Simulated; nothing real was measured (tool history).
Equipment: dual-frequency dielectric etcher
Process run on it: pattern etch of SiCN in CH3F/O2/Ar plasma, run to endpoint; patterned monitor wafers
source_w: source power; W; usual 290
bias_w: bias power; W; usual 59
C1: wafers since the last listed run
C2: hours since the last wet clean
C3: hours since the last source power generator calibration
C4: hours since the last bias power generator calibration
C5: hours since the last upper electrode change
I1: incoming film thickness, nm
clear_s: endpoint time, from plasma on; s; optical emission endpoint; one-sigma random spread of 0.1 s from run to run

{"run": 1, "hour": 0.0, "source_w": 290, "bias_w": 68, "C1": 0, "C2": 327.2, "C3": 3538.2, "C4": 3997.1, "C5": 3921.5, "I1": 8.31, "clear_s": 23.6}
{"hour": 42.0, "done": "wet clean of the chamber"}
{"run": 2, "hour": 42.5, "source_w": 290, "bias_w": 68, "C1": 330, "C2": 0.5, "C3": 3580.7, "C4": 4039.6, "C5": 3964.0, "I1": 8.29, "clear_s": 23.4}
{"run": 3, "hour": 48.2, "source_w": 290, "bias_w": 68, "C1": 101, "C2": 6.2, "C3": 3586.4, "C4": 4045.3, "C5": 3969.7, "I1": 8.28, "clear_s": 23.6}
{"run": 4, "hour": 84.0, "source_w": 270, "bias_w": 52, "C1": 638, "C2": 42.0, "C3": 3622.2, "C4": 4081.1, "C5": 4005.5, "I1": 8.28, "clear_s": 26.4}
{"run": 5, "hour": 114.7, "source_w": 290, "bias_w": 59, "C1": 547, "C2": 72.7, "C3": 3652.9, "C4": 4111.8, "C5": 4036.2, "I1": 8.29, "clear_s": 24.4}
{"run": 6, "hour": 133.2, "source_w": 290, "bias_w": 59, "C1": 330, "C2": 91.2, "C3": 3671.4, "C4": 4130.3, "C5": 4054.7, "I1": 8.27, "clear_s": 24.5}
{"run": 7, "hour": 158.1, "source_w": 290, "bias_w": 59, "C1": 444, "C2": 116.1, "C3": 3696.3, "C4": 4155.2, "C5": 4079.6, "I1": 8.32, "clear_s": 24.4}
{"run": 8, "hour": 179.1, "source_w": 290, "bias_w": 59, "C1": 374, "C2": 137.1, "C3": 3717.3, "C4": 4176.2, "C5": 4100.6, "I1": 8.31, "clear_s": 24.5}
{"run": 9, "hour": 214.2, "source_w": 290, "bias_w": 59, "C1": 626, "C2": 172.2, "C3": 3752.4, "C4": 4211.3, "C5": 4135.7, "I1": 8.23, "clear_s": 24.4}
{"run": 10, "hour": 249.7, "source_w": 330, "bias_w": 59, "C1": 633, "C2": 207.7, "C3": 3787.9, "C4": 4246.8, "C5": 4171.2, "I1": 8.33, "clear_s": 22.9}
{"hour": 283.9, "done": "upper electrode replaced"}
{"run": 11, "hour": 284.4, "source_w": 330, "bias_w": 59, "C1": 190, "C2": 242.4, "C3": 3822.6, "C4": 4281.5, "C5": 0.5, "I1": 8.29, "clear_s": 22.5}
{"run": 12, "hour": 284.7, "source_w": 290, "bias_w": 48, "C1": 5, "C2": 242.7, "C3": 3822.9, "C4": 4281.8, "C5": 0.8, "I1": 8.32, "clear_s": 25.7}
{"run": 13, "hour": 297.2, "source_w": 290, "bias_w": 69, "C1": 223, "C2": 255.2, "C3": 3835.4, "C4": 4294.3, "C5": 13.3, "I1": 8.22, "clear_s": 23.3}
{"run": 14, "hour": 316.7, "source_w": 220, "bias_w": 47, "C1": 347, "C2": 274.7, "C3": 3854.9, "C4": 4313.8, "C5": 32.8, "I1": 8.28, "clear_s": 30.8}
{"run": 15, "hour": 349.4, "source_w": 320, "bias_w": 66, "C1": 583, "C2": 307.4, "C3": 3887.6, "C4": 4346.5, "C5": 65.5, "I1": 8.31, "clear_s": 22.5}
{"hour": 371.2, "done": "bias power generator calibrated"}
{"hour": 382.5, "done": "wet clean of the chamber"}
{"run": 16, "hour": 383.0, "source_w": 240, "bias_w": 53, "C1": 325, "C2": 0.5, "C3": 3921.2, "C4": 11.8, "C5": 99.1, "I1": 8.3, "clear_s": 28.3}
{"run": 17, "hour": 413.3, "source_w": 360, "bias_w": 70, "C1": 540, "C2": 30.8, "C3": 3951.5, "C4": 42.1, "C5": 129.4, "I1": 8.27, "clear_s": 20.6}
{"hour": 429.6, "done": "source power generator calibrated"}
{"run": 18, "hour": 432.7, "source_w": 290, "bias_w": 59, "C1": 274, "C2": 50.2, "C3": 3.1, "C4": 61.5, "C5": 148.8, "I1": 8.24, "clear_s": 24.1}
{"run": 19, "hour": 466.3, "source_w": 250, "bias_w": 59, "C1": 599, "C2": 83.8, "C3": 36.7, "C4": 95.1, "C5": 182.4, "I1": 8.25, "clear_s": 26.6}
{"run": 20, "hour": 488.2, "source_w": 340, "bias_w": 72, "C1": 390, "C2": 105.7, "C3": 58.6, "C4": 117.0, "C5": 204.3, "I1": 8.29, "clear_s": 21.2}
{"run": 21, "hour": 514.3, "source_w": 330, "bias_w": 44, "C1": 465, "C2": 131.8, "C3": 84.7, "C4": 143.1, "C5": 230.4, "I1": 8.35, "clear_s": 24.4}
{"run": 22, "hour": 545.9, "source_w": 260, "bias_w": 59, "C1": 563, "C2": 163.4, "C3": 116.3, "C4": 174.7, "C5": 262.0, "I1": 8.3, "clear_s": 26.1}
{"run": 23, "hour": 581.5, "source_w": 290, "bias_w": 59, "C1": 635, "C2": 199.0, "C3": 151.9, "C4": 210.3, "C5": 297.6, "I1": 8.27, "clear_s": 24.4}
{"run": 24, "hour": 599.0, "source_w": 230, "bias_w": 46, "C1": 312, "C2": 216.5, "C3": 169.4, "C4": 227.8, "C5": 315.1, "I1": 8.25, "clear_s": 30.0}
{"run": 25, "hour": 631.5, "source_w": 290, "bias_w": 59, "C1": 579, "C2": 249.0, "C3": 201.9, "C4": 260.3, "C5": 347.6, "I1": 8.39, "clear_s": 24.7}
{"run": 26, "hour": 661.2, "source_w": 240, "bias_w": 59, "C1": 529, "C2": 278.7, "C3": 231.6, "C4": 290.0, "C5": 377.3, "I1": 8.25, "clear_s": 27.3}

Branching from run 26: 5 alternative next runs. What would each branch give?
{"run": "A", "hour": 661.6, "source_w": 290, "bias_w": 59, "C1": 7, "C2": 279.1, "C3": 232.0, "C4": 290.4, "C5": 377.7, "I1": 8.25, "clear_s": "?"}
{"run": "B", "hour": 661.6, "source_w": 330, "bias_w": 73, "C1": 7, "C2": 279.1, "C3": 232.0, "C4": 290.4, "C5": 377.7, "I1": 8.25, "clear_s": "?"}
{"run": "C", "hour": 661.6, "source_w": 340, "bias_w": 49, "C1": 7, "C2": 279.1, "C3": 232.0, "C4": 290.4, "C5": 377.7, "I1": 8.25, "clear_s": "?"}
{"run": "D", "hour": 661.6, "source_w": 260, "bias_w": 73, "C1": 7, "C2": 279.1, "C3": 232.0, "C4": 290.4, "C5": 377.7, "I1": 8.25, "clear_s": "?"}
{"run": "E", "hour": 661.6, "source_w": 230, "bias_w": 59, "C1": 7, "C2": 279.1, "C3": 232.0, "C4": 290.4, "C5": 377.7, "I1": 8.25, "clear_s": "?"}

run=A clear_s=24.3
run=B clear_s=21.3
run=C clear_s=23.1
run=D clear_s=24.5
run=E clear_s=28.1
Without the tool's hidden state the same runs would have given:
run=A clear_s=24.3
run=B clear_s=21.3
run=C clear_s=23.1
run=D clear_s=24.5
run=E clear_s=28.1
